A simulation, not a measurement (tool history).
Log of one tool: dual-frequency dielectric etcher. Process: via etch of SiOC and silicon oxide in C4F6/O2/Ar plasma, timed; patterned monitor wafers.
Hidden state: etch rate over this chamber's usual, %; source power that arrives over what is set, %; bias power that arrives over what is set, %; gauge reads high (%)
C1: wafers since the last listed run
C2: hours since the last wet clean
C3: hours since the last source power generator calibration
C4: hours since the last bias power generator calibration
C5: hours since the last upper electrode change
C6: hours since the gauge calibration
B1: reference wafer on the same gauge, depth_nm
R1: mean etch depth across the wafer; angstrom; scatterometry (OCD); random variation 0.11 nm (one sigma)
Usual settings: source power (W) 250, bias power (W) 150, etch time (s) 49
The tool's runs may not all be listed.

{"run": 1, "hour": 0.0, "source power (W)": 250, "bias power (W)": 150, "etch time (s)": 49, "C1": 0, "C2": 236.3, "C3": 3723.5, "C4": 2295.2, "C5": 5581.2, "C6": 708.8, "B1": 38.7, "R1": 478.6}
{"hour": 0.7, "done": "gauge calibrated"}
{"run": 2, "hour": 74.9, "source power (W)": 250, "bias power (W)": 150, "etch time (s)": 49, "C1": 878, "C2": 311.2, "C3": 3798.4, "C4": 2370.1, "C5": 5656.1, "C6": 74.2, "B1": 38.72, "R1": 478.9}
{"hour": 161.1, "done": "wet clean of the chamber"}
{"run": 3, "hour": 161.6, "source power (W)": 250, "bias power (W)": 150, "etch time (s)": 49, "C1": 735, "C2": 0.5, "C3": 3885.1, "C4": 2456.8, "C5": 5742.8, "C6": 160.9, "B1": 38.7, "R1": 476.4}
{"run": 4, "hour": 248.2, "source power (W)": 250, "bias power (W)": 150, "etch time (s)": 49, "C1": 1015, "C2": 87.1, "C3": 3971.7, "C4": 2543.4, "C5": 5829.4, "C6": 247.5, "B1": 38.7, "R1": 476.4}
{"run": 5, "hour": 311.4, "source power (W)": 300, "bias power (W)": 150, "etch time (s)": 49, "C1": 741, "C2": 150.3, "C3": 4034.9, "C4": 2606.6, "C5": 5892.6, "C6": 310.7, "B1": 38.68, "R1": 515.3}
{"run": 6, "hour": 354.1, "source power (W)": 300, "bias power (W)": 150, "etch time (s)": 49, "C1": 500, "C2": 193, "C3": 4077.6, "C4": 2649.3, "C5": 5935.3, "C6": 353.4, "B1": 38.69, "R1": 517.4}
{"run": 7, "hour": 402.6, "source power (W)": 300, "bias power (W)": 150, "etch time (s)": 49, "C1": 568, "C2": 241.5, "C3": 4126.1, "C4": 2697.8, "C5": 5983.8, "C6": 401.9, "B1": 38.69, "R1": 519.1}
{"hour": 484.1, "done": "upper electrode replaced"}
{"run": 8, "hour": 484.6, "source power (W)": 250, "bias power (W)": 150, "etch time (s)": 49, "C1": 680, "C2": 323.5, "C3": 4208.1, "C4": 2779.8, "C5": 0.5, "C6": 483.9, "B1": 38.7, "R1": 482.4}
{"hour": 534.2, "done": "wet clean of the chamber"}
{"run": 9, "hour": 546.4, "source power (W)": 250, "bias power (W)": 150, "etch time (s)": 49, "C1": 443, "C2": 12.2, "C3": 4269.9, "C4": 2841.6, "C5": 62.3, "C6": 545.7, "B1": 38.7, "R1": 477.1}
{"run": 10, "hour": 635.1, "source power (W)": 270, "bias power (W)": 132, "etch time (s)": 41, "C1": 1040, "C2": 100.9, "C3": 4358.6, "C4": 2930.3, "C5": 151, "C6": 634.4, "B1": 38.71, "R1": 390.7}
{"hour": 675.8, "done": "gauge calibrated"}
{"run": 11, "hour": 737.9, "source power (W)": 250, "bias power (W)": 150, "etch time (s)": 55, "C1": 1205, "C2": 203.7, "C3": 4461.4, "C4": 3033.1, "C5": 253.8, "C6": 62.1, "B1": 38.67, "R1": 540.5}
{"hour": 791.8, "done": "source power generator calibrated"}
{"run": 12, "hour": 844.7, "source power (W)": 250, "bias power (W)": 115, "etch time (s)": 49, "C1": 1205, "C2": 310.5, "C3": 52.9, "C4": 3139.9, "C5": 360.6, "C6": 168.9, "B1": 38.69, "R1": 427.5}
{"run": 13, "hour": 884.9, "source power (W)": 250, "bias power (W)": 150, "etch time (s)": 49, "C1": 471, "C2": 350.7, "C3": 93.1, "C4": 3180.1, "C5": 400.8, "C6": 209.1, "B1": 38.7, "R1": 481.2}
{"hour": 897.8, "done": "bias power generator calibrated"}
{"hour": 920.6, "done": "wet clean of the chamber"}
{"run": 14, "hour": 971.1, "source power (W)": 250, "bias power (W)": 150, "etch time (s)": 49, "C1": 697, "C2": 50.5, "C3": 179.3, "C4": 73.3, "C5": 487, "C6": 295.3, "B1": 38.7, "R1": 477.2}
{"run": 15, "hour": 1069.8, "source power (W)": 220, "bias power (W)": 126, "etch time (s)": 49, "C1": 1157, "C2": 149.2, "C3": 278, "C4": 172, "C5": 585.7, "C6": 394, "B1": 38.7, "R1": 417.4}
{"run": 16, "hour": 1150.2, "source power (W)": 280, "bias power (W)": 135, "etch time (s)": 55.5, "C1": 943, "C2": 229.6, "C3": 358.4, "C4": 252.4, "C5": 666.1, "C6": 474.4, "B1": 38.72, "R1": 543.6}
{"run": 17, "hour": 1226.4, "source power (W)": 250, "bias power (W)": 150, "etch time (s)": 61, "C1": 893, "C2": 305.8, "C3": 434.6, "C4": 328.6, "C5": 742.3, "C6": 550.6, "B1": 38.7, "R1": 595.6}
{"hour": 1292.6, "done": "wet clean of the chamber"}
{"run": 18, "hour": 1318.9, "source power (W)": 250, "bias power (W)": 150, "etch time (s)": 43.5, "C1": 803, "C2": 26.3, "C3": 527.1, "C4": 421.1, "C5": 834.8, "C6": 643.1, "B1": 38.72, "R1": 422.4}
{"run": 19, "hour": 1398.9, "source power (W)": 220, "bias power (W)": 150, "etch time (s)": 41, "C1": 938, "C2": 106.3, "C3": 607.1, "C4": 501.1, "C5": 914.8, "C6": 723.1, "B1": 38.72, "R1": 377.3}

3 ways to go on from here, each from the tool as it stands after run 19. What would each give?
{"run": "A", "hour": 1399.3, "source power (W)": 280, "bias power (W)": 150, "etch time (s)": 49, "C1": 4, "C2": 106.7, "C3": 607.5, "C4": 501.5, "C5": 915.2, "C6": 723.5, "B1": "?", "R1": "?"}
{"run": "B", "hour": 1399.3, "source power (W)": 250, "bias power (W)": 150, "etch time (s)": 60.5, "C1": 4, "C2": 106.7, "C3": 607.5, "C4": 501.5, "C5": 915.2, "C6": 723.5, "B1": "?", "R1": "?"}
{"run": "C", "hour": 1399.3, "source power (W)": 230, "bias power (W)": 150, "etch time (s)": 49, "C1": 4, "C2": 106.7, "C3": 607.5, "C4": 501.5, "C5": 915.2, "C6": 723.5, "B1": "?", "R1": "?"}

run=A B1=38.7 R1=500.5
run=B B1=38.7 R1=589
run=C B1=38.7 R1=460.3
Without the tool's hidden state the same runs would have given:
run=A R1=499.7
run=B R1=587.9
run=C R1=459.5

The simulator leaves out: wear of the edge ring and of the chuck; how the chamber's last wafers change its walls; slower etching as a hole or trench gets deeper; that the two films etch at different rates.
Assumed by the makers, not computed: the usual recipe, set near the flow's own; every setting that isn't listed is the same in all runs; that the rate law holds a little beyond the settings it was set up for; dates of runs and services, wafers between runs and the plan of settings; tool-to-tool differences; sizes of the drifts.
